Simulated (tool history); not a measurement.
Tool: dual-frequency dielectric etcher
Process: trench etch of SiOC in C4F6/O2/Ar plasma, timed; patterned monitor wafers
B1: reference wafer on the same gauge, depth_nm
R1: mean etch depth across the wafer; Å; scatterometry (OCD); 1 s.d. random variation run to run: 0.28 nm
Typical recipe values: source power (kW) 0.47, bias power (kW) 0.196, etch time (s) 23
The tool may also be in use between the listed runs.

{"run": 1, "day": 0.0, "source power (kW)": 0.47, "bias power (kW)": 0.196, "etch time (s)": 23, "B1": 45.8, "R1": 530}
{"run": 2, "day": 2.379, "source power (kW)": 0.47, "bias power (kW)": 0.196, "etch time (s)": 21, "B1": 45.7, "R1": 486}
{"run": 3, "day": 5.85, "source power (kW)": 0.47, "bias power (kW)": 0.196, "etch time (s)": 23, "B1": 45.9, "R1": 530}
{"run": 4, "day": 10.179, "source power (kW)": 0.47, "bias power (kW)": 0.196, "etch time (s)": 23, "B1": 45.7, "R1": 534}
{"run": 5, "day": 13.796, "source power (kW)": 0.47, "bias power (kW)": 0.196, "etch time (s)": 23, "B1": 45.8, "R1": 539}
{"run": 6, "day": 17.267, "source power (kW)": 0.47, "bias power (kW)": 0.16, "etch time (s)": 23, "B1": 45.8, "R1": 512}
{"day": 20.825, "done": "wet clean of the chamber"}
{"run": 7, "day": 21.583, "source power (kW)": 0.47, "bias power (kW)": 0.196, "etch time (s)": 23, "B1": 45.7, "R1": 528}
{"day": 21.704, "done": "gauge calibrated"}
{"day": 27.075, "done": "bias power generator calibrated"}
{"run": 8, "day": 31.425, "source power (kW)": 0.47, "bias power (kW)": 0.196, "etch time (s)": 23, "B1": 45.9, "R1": 528}
{"run": 9, "day": 35.917, "source power (kW)": 0.47, "bias power (kW)": 0.196, "etch time (s)": 23, "B1": 45.7, "R1": 534}
{"run": 10, "day": 38.354, "source power (kW)": 0.47, "bias power (kW)": 0.196, "etch time (s)": 23, "B1": 45.9, "R1": 534}
{"run": 11, "day": 41.512, "source power (kW)": 0.47, "bias power (kW)": 0.196, "etch time (s)": 23, "B1": 45.8, "R1": 530}
{"run": 12, "day": 44.971, "source power (kW)": 0.47, "bias power (kW)": 0.196, "etch time (s)": 23, "B1": 45.8, "R1": 536}
{"day": 48.012, "done": "wet clean of the chamber"}
{"day": 50.183, "done": "upper electrode replaced"}
{"run": 13, "day": 55.417, "source power (kW)": 0.38, "bias power (kW)": 0.171, "etch time (s)": 16.5, "B1": 45.8, "R1": 334}
{"run": 14, "day": 57.104, "source power (kW)": 0.47, "bias power (kW)": 0.196, "etch time (s)": 16.5, "B1": 45.9, "R1": 382}
{"run": 15, "day": 58.867, "source power (kW)": 0.58, "bias power (kW)": 0.151, "etch time (s)": 23, "B1": 45.8, "R1": 550}
{"run": 16, "day": 62.867, "source power (kW)": 0.47, "bias power (kW)": 0.231, "etch time (s)": 17, "B1": 45.9, "R1": 410}
{"run": 17, "day": 65.238, "source power (kW)": 0.44, "bias power (kW)": 0.234, "etch time (s)": 17, "B1": 45.9, "R1": 402}
{"run": 18, "day": 67.804, "source power (kW)": 0.47, "bias power (kW)": 0.196, "etch time (s)": 23, "B1": 45.8, "R1": 532}
{"day": 69.225, "done": "source power generator calibrated"}
{"day": 70.458, "done": "wet clean of the chamber"}
{"run": 19, "day": 72.171, "source power (kW)": 0.4, "bias power (kW)": 0.209, "etch time (s)": 23, "B1": 45.8, "R1": 497}
{"run": 20, "day": 75.554, "source power (kW)": 0.42, "bias power (kW)": 0.196, "etch time (s)": 23, "B1": 45.7, "R1": 501}
{"run": 21, "day": 78.858, "source power (kW)": 0.51, "bias power (kW)": 0.217, "etch time (s)": 26, "B1": 45.8, "R1": 634}
{"run": 22, "day": 83.154, "source power (kW)": 0.47, "bias power (kW)": 0.163, "etch time (s)": 26, "B1": 45.7, "R1": 572}
{"run": 23, "day": 85.308, "source power (kW)": 0.42, "bias power (kW)": 0.196, "etch time (s)": 23, "B1": 45.8, "R1": 511}
{"run": 24, "day": 89.758, "source power (kW)": 0.58, "bias power (kW)": 0.242, "etch time (s)": 28.5, "B1": 45.7, "R1": 769}
{"run": 25, "day": 93.233, "source power (kW)": 0.58, "bias power (kW)": 0.181, "etch time (s)": 27.5, "B1": 45.8, "R1": 696}
{"day": 94.967, "done": "wet clean of the chamber"}
{"run": 26, "day": 97.192, "source power (kW)": 0.47, "bias power (kW)": 0.196, "etch time (s)": 23, "B1": 45.8, "R1": 528}
{"run": 27, "day": 99.438, "source power (kW)": 0.51, "bias power (kW)": 0.238, "etch time (s)": 20.5, "B1": 45.9, "R1": 508}
{"run": 28, "day": 101.779, "source power (kW)": 0.52, "bias power (kW)": 0.152, "etch time (s)": 27.5, "B1": 45.7, "R1": 622}
{"day": 103.862, "done": "gauge calibrated"}
{"run": 29, "day": 105.646, "source power (kW)": 0.47, "bias power (kW)": 0.242, "etch time (s)": 23, "B1": 45.7, "R1": 559}

What if the next run were any one of these 5? Each begins from the tool's condition after run 29:
{"run": "A", "day": 105.662, "source power (kW)": 0.58, "bias power (kW)": 0.196, "etch time (s)": 23, "B1": "?", "R1": "?"}
{"run": "B", "day": 105.662, "source power (kW)": 0.51, "bias power (kW)": 0.154, "etch time (s)": 27.5, "B1": "?", "R1": "?"}
{"run": "C", "day": 105.662, "source power (kW)": 0.47, "bias power (kW)": 0.196, "etch time (s)": 17, "B1": "?", "R1": "?"}
{"run": "D", "day": 105.662, "source power (kW)": 0.47, "bias power (kW)": 0.15, "etch time (s)": 26.5, "B1": "?", "R1": "?"}
{"run": "E", "day": 105.662, "source power (kW)": 0.47, "bias power (kW)": 0.196, "etch time (s)": 26.5, "B1": "?", "R1": "?"}

run=A B1=45.8 R1=584
run=B B1=45.8 R1=624
run=C B1=45.8 R1=394
run=D B1=45.8 R1=576
run=E B1=45.8 R1=614
Stripped of hidden state, with their random variation kept, the same runs would have yielded:
run=A R1=579
run=B R1=619
run=C R1=391
run=D R1=572
run=E R1=609
